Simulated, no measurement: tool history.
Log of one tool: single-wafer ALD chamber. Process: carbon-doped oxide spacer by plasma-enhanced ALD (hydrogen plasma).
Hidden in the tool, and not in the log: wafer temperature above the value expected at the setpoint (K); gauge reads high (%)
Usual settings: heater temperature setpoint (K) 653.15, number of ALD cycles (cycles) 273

run,day,heater temperature setpoint (K),number of ALD cycles (cycles),wafers since the last listed run,hours since the last thermocouple change,hours since the gauge calibration,"read-back reference wafer on the same gauge, thickness_nm",mean film thickness on the monitor wafer (Å)
1,0,653.15,273,0,1227.3,100.6,15.766,138.21
2,0.775,646.15,273,20,1245.9,119.2,15.759,138.33
3,1.371,646.15,273,16,1260.2,133.5,15.744,138.51
4,2.867,646.15,273,40,1296.1,169.4,15.729,137.82
5,3.512,641.15,260,17,1311.6,184.9,15.722,131.85
6,4.875,641.15,260,36,1344.3,217.6,15.699,131.29
7,6.125,653.15,273,33,1374.3,247.6,15.692,138.05
8,7.3,664.15,273,31,1402.5,275.8,15.665,137.65
9,7.879,664.15,273,15,1416.4,289.7,15.665,138.48
10,12.242,653.15,273,117,1521.1,394.4,15.599,137.35
11,13.258,653.15,273,27,1545.5,418.8,15.594,137.23
12,14.383,653.15,273,30,1572.5,445.8,15.576,136.58
13,14.954,653.15,273,15,1586.2,459.5,15.57,137.32
14,15.571,653.15,273,16,1601,474.3,15.558,136.85
# day 16.592: gauge calibrated
15,16.767,653.15,273,32,1629.7,4.2,15.821,138.94
# day 18.212: thermocouple changed; heater temperature recalibrated
16,18.233,653.15,273,30,0.5,39.4,15.798,138.82
17,20.062,653.15,273,49,44.4,83.3,15.776,138.78
18,21.188,641.15,260,30,71.4,110.3,15.759,132.2
19,22.404,646.15,231,32,100.6,139.5,15.737,117.23
20,23.138,653.15,273,19,118.2,157.1,15.734,138.21
21,24.629,644.15,273,40,154,192.9,15.713,137.77
22,25.954,653.15,273,35,185.8,224.7,15.692,138.12
23,26.471,645.15,307,13,198.2,237.1,15.692,154.69
24,27.25,661.15,316,21,216.9,255.8,15.681,159.72
25,27.988,653.15,318,19,234.6,273.5,15.662,160.81
26,32.083,653.15,297,110,332.9,371.8,15.615,149.4
27,32.854,665.15,298,20,351.4,390.3,15.599,149.98
# day 35.304: gauge calibrated
28,35.538,653.15,273,72,415.8,5.6,15.837,139.65
29,36.042,646.15,301,13,427.9,17.7,15.828,153.73
30,37.383,653.15,312,36,460.1,49.9,15.806,159.54
31,38.817,653.15,273,38,494.5,84.3,15.796,138.3
32,39.571,653.15,226,20,512.6,102.4,15.787,115.39
33,40.633,665.15,273,28,538.1,127.9,15.767,138.83
34,41.792,641.15,260,31,565.9,155.7,15.751,131.52

How the hidden state differs across the entries between the runs, from the last listed run before each to the first after it:
Between runs 14 and 15: gauge calibrated (day 16.592)
  gauge reads high (%): -1.52 -> 0.113
  measured less the result without the state, mean film thickness on the monitor wafer (Å): -2.1 -> +0.16
Between runs 15 and 16: thermocouple changed; heater temperature recalibrated (day 18.212)
  gauge reads high (%): 0.113 -> -0.0117
  measured less the result without the state, mean film thickness on the monitor wafer (Å): +0.16 -> -0.02
Between runs 27 and 28: gauge calibrated (day 35.304)
  gauge reads high (%): -1.25 -> 0.243
  measured less the result without the state, mean film thickness on the monitor wafer (Å): -1.89 -> +0.34
